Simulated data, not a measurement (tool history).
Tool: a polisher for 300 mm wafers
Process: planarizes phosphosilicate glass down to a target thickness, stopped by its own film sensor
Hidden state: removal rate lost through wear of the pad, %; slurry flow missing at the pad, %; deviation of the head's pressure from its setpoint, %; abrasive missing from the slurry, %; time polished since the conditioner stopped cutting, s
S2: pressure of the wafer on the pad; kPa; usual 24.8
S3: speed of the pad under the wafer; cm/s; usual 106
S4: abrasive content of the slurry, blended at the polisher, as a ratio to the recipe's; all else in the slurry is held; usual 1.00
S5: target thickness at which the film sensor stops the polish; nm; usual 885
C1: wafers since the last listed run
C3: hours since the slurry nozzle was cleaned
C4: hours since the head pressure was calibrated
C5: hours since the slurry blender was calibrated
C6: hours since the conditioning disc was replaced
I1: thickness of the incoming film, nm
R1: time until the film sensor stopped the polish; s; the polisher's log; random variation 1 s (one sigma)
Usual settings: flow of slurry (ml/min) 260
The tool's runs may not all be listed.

Run 1, hour 0.0: usual settings but S3 116 cm/s; C1 0; wafers polished on this pad 1168; C3 3.0; C4 738.5; C5 240.6; C6 22.9; I1 1523.7. Result: R1 59.8 s.
Run 2, hour 27.3: usual settings but S3 116 cm/s; C1 400; wafers polished on this pad 1569; C3 30.3; C4 765.8; C5 267.9; C6 50.2; I1 1542.1. Result: R1 61.4 s.
Run 3, hour 50.5: usual settings; C1 340; wafers polished on this pad 1909; C3 53.5; C4 789.0; C5 291.1; C6 73.4; I1 1512.5. Result: R1 63.1 s.
At hour 55.6: head pressure recalibrated.
Run 4, hour 68.6: usual settings; C1 236; wafers polished on this pad 2145; C3 71.6; C4 13.0; C5 309.2; C6 91.5; I1 1525.7. Result: R1 65.2 s.
At hour 77.7: worn pad replaced by a new one.
Run 5, hour 89.1: usual settings; C1 242; wafers polished on this pad 167; C3 92.1; C4 33.5; C5 329.7; C6 112.0; I1 1490.8. Result: R1 63.2 s.
Run 6, hour 115.0: usual settings; C1 379; wafers polished on this pad 546; C3 118.0; C4 59.4; C5 355.6; C6 137.9; I1 1507.1. Result: R1 65.7 s.
Run 7, hour 131.8: usual settings; C1 246; wafers polished on this pad 793; C3 134.8; C4 76.2; C5 372.4; C6 154.7; I1 1488.6. Result: R1 63.5 s.
Run 8, hour 166.8: usual settings; C1 513; wafers polished on this pad 1306; C3 169.8; C4 111.2; C5 407.4; C6 189.7; I1 1513.3. Result: R1 67.9 s.
Run 9, hour 189.3: usual settings but S5 992 nm; C1 330; wafers polished on this pad 1636; C3 192.3; C4 133.7; C5 429.9; C6 212.2; I1 1516.2. Result: R1 58.1 s.
Run 10, hour 211.9: usual settings; C1 331; wafers polished on this pad 1968; C3 214.9; C4 156.3; C5 452.5; C6 234.8; I1 1511.3. Result: R1 65.9 s.
At hour 232.2: worn pad replaced by a new one, of another model than before.
Run 11, hour 243.5: usual settings but S3 80 cm/s, S5 1015 nm; C1 404; wafers polished on this pad 165; C3 246.5; C4 187.9; C5 484.1; C6 266.4; I1 1496.7. Result: R1 56.1 s.
Run 12, hour 266.9: usual settings but S2 33.1 kPa; C1 343; wafers polished on this pad 508; C3 269.9; C4 211.3; C5 507.5; C6 289.8; I1 1514.1. Result: R1 57.6 s.
At hour 279.8: conditioning disc replaced and pad reconditioned.
Run 13, hour 280.3: usual settings but S3 138 cm/s; C1 167; wafers polished on this pad 675; C3 283.3; C4 224.7; C5 520.9; C6 0.5; I1 1506.5. Result: R1 50.3 s.
At hour 292.0: slurry blender recalibrated.
Run 14, hour 381.0: usual settings but flow of slurry (ml/min) 235, S2 32.4 kPa, S4 1.20, S5 974 nm; C1 1447; wafers polished on this pad 2123; C3 384.0; C4 325.4; C5 89.0; C6 101.2; I1 1508.6. Result: R1 44.5 s.
At hour 384.8: slurry nozzle cleaned.
Run 15, hour 411.7: usual settings but flow of slurry (ml/min) 190, S3 68 cm/s, S4 1.25; C1 435; wafers polished on this pad 2559; C3 26.9; C4 356.1; C5 119.7; C6 131.9; I1 1500.4. Result: R1 71.6 s.
At hour 417.0: worn pad replaced by a new one.
Run 16, hour 437.4: usual settings but flow of slurry (ml/min) 175, S3 70 cm/s, S4 0.85, S5 788 nm; C1 318; wafers polished on this pad 299; C3 52.6; C4 381.8; C5 145.4; C6 157.6; I1 1527.6. Result: R1 95.9 s.
Run 17, hour 470.1: usual settings but flow of slurry (ml/min) 300, S2 20.0 kPa; C1 479; wafers polished on this pad 779; C3 85.3; C4 414.5; C5 178.1; C6 190.3; I1 1475.7. Result: R1 68.4 s.
Run 18, hour 486.8: usual settings; C1 244; wafers polished on this pad 1024; C3 102.0; C4 431.2; C5 194.8; C6 207.0; I1 1507.2. Result: R1 64.3 s.
Run 19, hour 504.5: usual settings but S2 27.6 kPa, S3 78 cm/s, S5 798 nm; C1 259; wafers polished on this pad 1284; C3 119.7; C4 448.9; C5 212.5; C6 224.7; I1 1487.4. Result: R1 76.6 s.
Run 20, hour 534.5: usual settings; C1 440; wafers polished on this pad 1724; C3 149.7; C4 478.9; C5 242.5; C6 254.7; I1 1501.5. Result: R1 65.7 s.
Run 21, hour 554.5: usual settings but S2 27.6 kPa; C1 293; wafers polished on this pad 2017; C3 169.7; C4 498.9; C5 262.5; C6 274.7; I1 1494.6. Result: R1 61.4 s.
Run 22, hour 568.2: usual settings but flow of slurry (ml/min) 310, S5 769 nm; C1 200; wafers polished on this pad 2218; C3 183.4; C4 512.6; C5 276.2; C6 288.4; I1 1503.7. Result: R1 76.4 s.
Run 23, hour 583.4: usual settings but flow of slurry (ml/min) 325, S2 18.6 kPa, S3 80 cm/s, S5 940 nm; C1 222; wafers polished on this pad 2441; C3 198.6; C4 527.8; C5 291.4; C6 303.6; I1 1543.2. Result: R1 78.3 s.
At hour 595.5: worn pad replaced by a new one.
Run 24, hour 599.5: usual settings but S3 144 cm/s, S5 696 nm; C1 177; wafers polished on this pad 58; C3 214.7; C4 543.9; C5 307.5; C6 319.7; I1 1526.2. Result: R1 78.5 s.
At hour 610.3: conditioning disc replaced and pad reconditioned.
Run 25, hour 630.5: usual settings; C1 425; wafers polished on this pad 483; C3 245.7; C4 574.9; C5 338.5; C6 20.2; I1 1480.3. Result: R1 58.2 s.
Run 26, hour 643.5: usual settings but flow of slurry (ml/min) 220, S3 78 cm/s, S4 1.15, S5 790 nm; C1 190; wafers polished on this pad 674; C3 258.7; C4 587.9; C5 351.5; C6 33.2; I1 1508.0. Result: R1 76.4 s.

Forecast each of these 3 alternatives for the next run:
Run A, hour 643.9: usual settings; C1 5; wafers polished on this pad 680; C3 259.1; C4 588.3; C5 351.9; C6 33.6; I1 1481.6. Result: R1 ?.
Run B, hour 643.9: usual settings but S4 1.20, S5 959 nm; C1 5; wafers polished on this pad 680; C3 259.1; C4 588.3; C5 351.9; C6 33.6; I1 1481.6. Result: R1 ?.
Run C, hour 643.9: usual settings but flow of slurry (ml/min) 315, S2 30.3 kPa, S4 0.85, S5 793 nm; C1 5; wafers polished on this pad 680; C3 259.1; C4 588.3; C5 351.9; C6 33.6; I1 1481.6. Result: R1 ?.

run    R1
  A  57.9
  B  48.6
  C  59.4
Without the tool's hidden state the same runs would have given:
run    R1
  A  53.2
  B  44.7
  C  54.0

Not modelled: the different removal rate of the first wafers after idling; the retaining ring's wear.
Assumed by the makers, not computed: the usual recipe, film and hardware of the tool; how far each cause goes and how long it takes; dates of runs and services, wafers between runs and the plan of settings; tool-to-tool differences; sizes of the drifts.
